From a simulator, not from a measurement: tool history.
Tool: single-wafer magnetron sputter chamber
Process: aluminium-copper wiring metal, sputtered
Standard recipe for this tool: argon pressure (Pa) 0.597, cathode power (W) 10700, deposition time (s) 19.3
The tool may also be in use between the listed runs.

run     day  argon pressure (Pa)  cathode power (W)  deposition time (s)  wafers since the last listed run  wafers on the sputter target  hours since the last manometer calibration  hours since the magnet pack was replaced  hours since the gauge calibration  read-back reference wafer on the same gauge, thickness_nm  mean film thickness on the monitor wafer (nm)
  1       0                0.597              10700                 21.4                                 0                          4965                                      1596.6                                   12541.5                               17.2                                                    282.132                                        372.907
  2   0.571                0.597              10700                 21.4                               318                          5283                                      1610.3                                   12555.2                               30.9                                                    282.004                                        373.825
  3    2.05                0.763              10700                 19.3                               824                          6108                                      1645.8                                   12590.7                               66.4                                                    282.032                                        315.019
  4   3.525                0.597              10700                 19.3                               822                          6930                                      1681.2                                   12626.1                              101.8                                                    282.113                                        334.301
  5   4.521                0.597              10700                 19.3                               555                          7486                                      1705.1                                     12650                              125.7                                                     282.04                                        333.642
  6   5.162                0.597              10700                 19.3                               357                          7843                                      1720.5                                   12665.4                              141.1                                                    282.173                                        333.257
  7   5.779                0.597              10700                 19.3                               343                          8187                                      1735.3                                   12680.2                              155.9                                                    281.946                                        331.667
  8   6.438                0.597              10700                 19.3                               367                          8554                                      1751.1                                     12696                              171.7                                                    282.248                                        331.921
  9   7.717                0.597               8550                 19.3                               713                          9268                                      1781.8                                   12726.7                              202.4                                                    282.125                                        283.684
 10   8.338                0.597               8550                 19.3                               346                          9614                                      1796.7                                   12741.6                              217.3                                                    282.081                                        282.936
      8.996  -- sputter target and shields replaced
      9.588  -- magnet pack replaced
 11   9.804                0.597               8550                 19.3                               446                           263                                      1831.9                                       5.2                              252.5                                                    282.087                                        288.095
 12  10.933                0.376              11500                 22.9                               629                           893                                        1859                                      32.3                              279.6                                                     281.98                                        457.806
     11.388  -- capacitance manometer re-zeroed and calibrated
 13  11.533                0.792               8150                 15.9                               148                          1042                                         3.5                                      46.7                                294                                                    282.048                                        221.183
 14  12.429                0.597              10700                 19.3                               499                          1541                                          25                                      68.2                              315.5                                                    281.951                                         345.23
 15  12.954                0.676              11750                 21.5                               292                          1834                                        37.6                                      80.8                              328.1                                                    282.002                                        401.467
 16  14.029                0.597               8550                 19.3                               599                          2433                                        63.4                                     106.6                              353.9                                                    282.037                                        296.231
 17  15.317                0.597               8800                 19.3                               717                          3151                                        94.3                                     137.5                              384.8                                                    282.082                                        300.604
       15.8  -- gauge calibrated
 18  16.217                0.681               8100                 22.4                               501                          3653                                       115.9                                     159.1                                 10                                                    282.119                                        319.785
 19  17.617                0.409              10700                 19.3                               780                          4434                                       149.5                                     192.7                               43.6                                                    281.872                                        369.508
 20  18.446                0.775              12550                 22.5                               462                          4896                                       169.4                                     212.6                               63.5                                                    281.939                                        422.702
 21  19.275                0.532              10700                 19.3                               462                          5359                                       189.3                                     232.5                               83.4                                                     281.95                                        350.382
 22  20.079                0.431              10700                 15.8                               448                          5807                                       208.6                                     251.8                              102.7                                                    282.005                                        297.774

Some steps in mean film thickness on the monitor wafer (nm), run to run, broken into two amounts with sign: the step expected even without the hidden condition (settings, incoming material, random variation), and the rest, left for the hidden condition together with whatever gauge scatter is not in both the measured and the hidden-condition-free result:
What the log doesn't record here: deposition rate above that of a new target (%); true argon pressure above the setpoint (%); gauge reads high (%).
Run 10 -> 11: sputter target and shields replaced, magnet pack replaced. mean film thickness on the monitor wafer (nm) +5.159: hidden state +5.211, all else -0.052.
Run 11 -> 12: argon pressure (Pa) 0.597 -> 0.376, cathode power (W) 8550 -> 11500, deposition time (s) 19.3 -> 22.9. mean film thickness on the monitor wafer (nm) +169.711: hidden state -3.77, all else +173.481.
Run 12 -> 13: argon pressure (Pa) 0.376 -> 0.792, cathode power (W) 11500 -> 8150, deposition time (s) 22.9 -> 15.9, capacitance manometer re-zeroed and calibrated. mean film thickness on the monitor wafer (nm) -236.623: hidden state +12.736, all else -249.359.
